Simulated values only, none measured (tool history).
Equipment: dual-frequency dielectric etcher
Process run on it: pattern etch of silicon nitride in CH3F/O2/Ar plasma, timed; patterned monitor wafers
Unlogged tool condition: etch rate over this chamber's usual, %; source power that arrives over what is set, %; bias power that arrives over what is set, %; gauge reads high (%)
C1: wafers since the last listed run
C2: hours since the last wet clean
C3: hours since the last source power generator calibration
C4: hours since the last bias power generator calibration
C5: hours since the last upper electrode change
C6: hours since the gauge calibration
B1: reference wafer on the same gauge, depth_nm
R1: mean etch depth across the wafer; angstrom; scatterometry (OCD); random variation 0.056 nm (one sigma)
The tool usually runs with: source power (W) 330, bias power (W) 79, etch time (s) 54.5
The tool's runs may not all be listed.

run 1 hour=0 | source_power_(W)=300 bias_power_(W)=86 etch_time_(s)=54.5 | C1=0 C2=73 C3=3470 C4=2716.2 C5=2099.4 C6=327.7 | B1=43.99 | R1=392.6
run 2 hour=17.3 | source_power_(W)=300 bias_power_(W)=86 etch_time_(s)=54.5 | C1=228 C2=90.3 C3=3487.3 C4=2733.5 C5=2116.7 C6=345 | B1=43.99 | R1=392.3
run 3 hour=38.2 | source_power_(W)=300 bias_power_(W)=86 etch_time_(s)=54.5 | C1=276 C2=111.2 C3=3508.2 C4=2754.4 C5=2137.6 C6=365.9 | B1=44 | R1=393.2
run 4 hour=58.9 | source_power_(W)=330 bias_power_(W)=70 etch_time_(s)=54.5 | C1=273 C2=131.9 C3=3528.9 C4=2775.1 C5=2158.3 C6=386.6 | B1=44.01 | R1=359.4
run 5 hour=90.9 | source_power_(W)=330 bias_power_(W)=70 etch_time_(s)=54.5 | C1=423 C2=163.9 C3=3560.9 C4=2807.1 C5=2190.3 C6=418.6 | B1=44.01 | R1=360
run 6 hour=114.1 | source_power_(W)=350 bias_power_(W)=79 etch_time_(s)=59.5 | C1=306 C2=187.1 C3=3584.1 C4=2830.3 C5=2213.5 C6=441.8 | B1=44 | R1=428.6
run 7 hour=130.5 | source_power_(W)=330 bias_power_(W)=79 etch_time_(s)=54.5 | C1=216 C2=203.5 C3=3600.5 C4=2846.7 C5=2229.9 C6=458.2 | B1=44 | R1=386
run 8 hour=158.9 | source_power_(W)=370 bias_power_(W)=79 etch_time_(s)=62.5 | C1=375 C2=231.9 C3=3628.9 C4=2875.1 C5=2258.3 C6=486.6 | B1=44 | R1=459.2
run 9 hour=175.7 | source_power_(W)=330 bias_power_(W)=79 etch_time_(s)=48 | C1=222 C2=248.7 C3=3645.7 C4=2891.9 C5=2275.1 C6=503.4 | B1=43.99 | R1=341.1
-- hour=180.2 source power generator calibrated
-- hour=196.3 gauge calibrated
run 10 hour=202.4 | source_power_(W)=330 bias_power_(W)=79 etch_time_(s)=48 | C1=300 C2=275.4 C3=22.2 C4=2918.6 C5=2301.8 C6=6.1 | B1=44.02 | R1=341.3
-- hour=223.2 bias power generator calibrated
run 11 hour=235.8 | source_power_(W)=330 bias_power_(W)=79 etch_time_(s)=48 | C1=388 C2=308.8 C3=55.6 C4=12.6 C5=2335.2 C6=39.5 | B1=44 | R1=330.5
run 12 hour=257.5 | source_power_(W)=330 bias_power_(W)=79 etch_time_(s)=54.5 | C1=287 C2=330.5 C3=77.3 C4=34.3 C5=2356.9 C6=61.2 | B1=44.01 | R1=376
-- hour=287.2 upper electrode replaced
run 13 hour=287.7 | source_power_(W)=370 bias_power_(W)=86 etch_time_(s)=54.5 | C1=82 C2=360.7 C3=107.5 C4=64.5 C5=0.5 C6=91.4 | B1=44 | R1=409.6
run 14 hour=295.1 | source_power_(W)=370 bias_power_(W)=79 etch_time_(s)=62.5 | C1=97 C2=368.1 C3=114.9 C4=71.9 C5=7.9 C6=98.8 | B1=44 | R1=446.7
run 15 hour=324.9 | source_power_(W)=330 bias_power_(W)=79 etch_time_(s)=54.5 | C1=394 C2=397.9 C3=144.7 C4=101.7 C5=37.7 C6=128.6 | B1=43.99 | R1=376
-- hour=355.9 wet clean of the chamber
run 16 hour=359.5 | source_power_(W)=330 bias_power_(W)=79 etch_time_(s)=48 | C1=140 C2=3.6 C3=179.3 C4=136.3 C5=72.3 C6=163.2 | B1=44 | R1=327.6
run 17 hour=395.3 | source_power_(W)=400 bias_power_(W)=72 etch_time_(s)=49.5 | C1=473 C2=39.4 C3=215.1 C4=172.1 C5=108.1 C6=199 | B1=44.01 | R1=340.9
run 18 hour=422.3 | source_power_(W)=330 bias_power_(W)=79 etch_time_(s)=54.5 | C1=357 C2=66.4 C3=242.1 C4=199.1 C5=135.1 C6=226 | B1=44.01 | R1=374.1
run 19 hour=458.2 | source_power_(W)=330 bias_power_(W)=94 etch_time_(s)=54.5 | C1=474 C2=102.3 C3=278 C4=235 C5=171 C6=261.9 | B1=44 | R1=413
run 20 hour=492.9 | source_power_(W)=410 bias_power_(W)=79 etch_time_(s)=54.5 | C1=459 C2=137 C3=312.7 C4=269.7 C5=205.7 C6=296.6 | B1=43.99 | R1=401.4
run 21 hour=505 | source_power_(W)=400 bias_power_(W)=61 etch_time_(s)=54.5 | C1=160 C2=149.1 C3=324.8 C4=281.8 C5=217.8 C6=308.7 | B1=44.01 | R1=342.2
run 22 hour=523.8 | source_power_(W)=330 bias_power_(W)=95 etch_time_(s)=67.5 | C1=248 C2=167.9 C3=343.6 C4=300.6 C5=236.6 C6=327.5 | B1=44.01 | R1=515.8
run 23 hour=544.6 | source_power_(W)=330 bias_power_(W)=79 etch_time_(s)=67 | C1=275 C2=188.7 C3=364.4 C4=321.4 C5=257.4 C6=348.3 | B1=44 | R1=461.6

Here are 4 independent what-if runs from the current tool condition. What would each one return?
run A hour=545 | source_power_(W)=330 bias_power_(W)=79 etch_time_(s)=54.5 | C1=5 C2=189.1 C3=364.8 C4=321.8 C5=257.8 C6=348.7 | B1=? | R1=?
run B hour=545 | source_power_(W)=410 bias_power_(W)=86 etch_time_(s)=61.5 | C1=5 C2=189.1 C3=364.8 C4=321.8 C5=257.8 C6=348.7 | B1=? | R1=?
run C hour=545 | source_power_(W)=300 bias_power_(W)=79 etch_time_(s)=68 | C1=5 C2=189.1 C3=364.8 C4=321.8 C5=257.8 C6=348.7 | B1=? | R1=?
run D hour=545 | source_power_(W)=390 bias_power_(W)=79 etch_time_(s)=54.5 | C1=5 C2=189.1 C3=364.8 C4=321.8 C5=257.8 C6=348.7 | B1=? | R1=?

run=A B1=43.99 R1=375.1
run=B B1=43.99 R1=475.2
run=C B1=43.99 R1=454.5
run=D B1=43.99 R1=395.4
Without the tool's hidden state the same runs would have given:
run=A R1=371.1
run=B R1=470.2
run=C R1=449.7
run=D R1=391.1

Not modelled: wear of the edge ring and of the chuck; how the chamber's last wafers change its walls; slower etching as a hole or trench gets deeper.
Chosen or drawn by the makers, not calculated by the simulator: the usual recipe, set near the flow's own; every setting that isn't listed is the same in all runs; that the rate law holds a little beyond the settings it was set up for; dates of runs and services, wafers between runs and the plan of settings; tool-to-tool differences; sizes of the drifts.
